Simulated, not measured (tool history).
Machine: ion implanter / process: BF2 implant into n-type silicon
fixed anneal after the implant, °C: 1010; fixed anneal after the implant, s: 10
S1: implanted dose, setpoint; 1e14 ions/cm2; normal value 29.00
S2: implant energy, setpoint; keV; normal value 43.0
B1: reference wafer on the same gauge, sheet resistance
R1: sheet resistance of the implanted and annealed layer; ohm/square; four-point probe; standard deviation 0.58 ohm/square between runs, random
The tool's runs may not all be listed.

Run 1, hour 0.0: usual settings; B1 102.81. Result: R1 118.70 ohm/square.
Run 2, hour 56.9: usual settings; B1 103.40. Result: R1 118.83 ohm/square.
Run 3, hour 83.1: usual settings but S2 39.5 keV; B1 103.36. Result: R1 125.03 ohm/square.
Run 4, hour 100.7: usual settings but S2 39.5 keV; B1 103.59. Result: R1 124.53 ohm/square.
Run 5, hour 124.9: usual settings but S2 33.5 keV; B1 103.73. Result: R1 137.06 ohm/square.
At hour 125.3: gauge calibrated.
Run 6, hour 140.3: usual settings but S2 33.5 keV; B1 101.94. Result: R1 135.46 ohm/square.
At hour 159.2: Faraday cup replaced and dose calibrated.
Run 7, hour 172.8: usual settings but S2 33.5 keV; B1 102.23. Result: R1 135.17 ohm/square.
Run 8, hour 202.5: usual settings but S1 23.61 1e14 ions/cm2, S2 50.5 keV; B1 102.02. Result: R1 109.13 ohm/square.
Run 9, hour 214.5: usual settings; B1 102.20. Result: R1 117.44 ohm/square.
Run 10, hour 242.1: usual settings but S1 37.21 1e14 ions/cm2, S2 34.0 keV; B1 102.39. Result: R1 130.08 ohm/square.
Run 11, hour 263.8: usual settings but S1 22.23 1e14 ions/cm2, S2 58.0 keV; B1 102.59. Result: R1 100.60 ohm/square.
At hour 284.7: extraction supply calibrated.
Run 12, hour 293.1: usual settings; B1 102.54. Result: R1 117.36 ohm/square.
Run 13, hour 313.0: usual settings but S1 20.62 1e14 ions/cm2, S2 38.5 keV; B1 102.51. Result: R1 127.78 ohm/square.
Run 14, hour 340.6: usual settings but S1 31.62 1e14 ions/cm2; B1 102.62. Result: R1 117.64 ohm/square.
Run 15, hour 376.1: usual settings but S1 31.97 1e14 ions/cm2, S2 34.0 keV; B1 102.65. Result: R1 133.43 ohm/square.

4 options for the next run, each taken on its own from the tool as it stands now. Forecast them:
Run A, hour 376.5: usual settings; B1 ?. Result: R1 ?.
Run B, hour 376.5: usual settings but S1 31.73 1e14 ions/cm2, S2 53.0 keV; B1 ?. Result: R1 ?.
Run C, hour 376.5: usual settings but S1 23.05 1e14 ions/cm2, S2 54.5 keV; B1 ?. Result: R1 ?.
Run D, hour 376.5: usual settings but S1 35.70 1e14 ions/cm2, S2 57.5 keV; B1 ?. Result: R1 ?.

run      B1      R1
  A  102.91  118.19
  B  102.91  103.43
  C  102.91  104.46
  D  102.91   97.18
Had the tool no hidden state, the same runs would have come out as:
run      R1
  A  117.27
  B  102.61
  C  103.63
  D   96.42
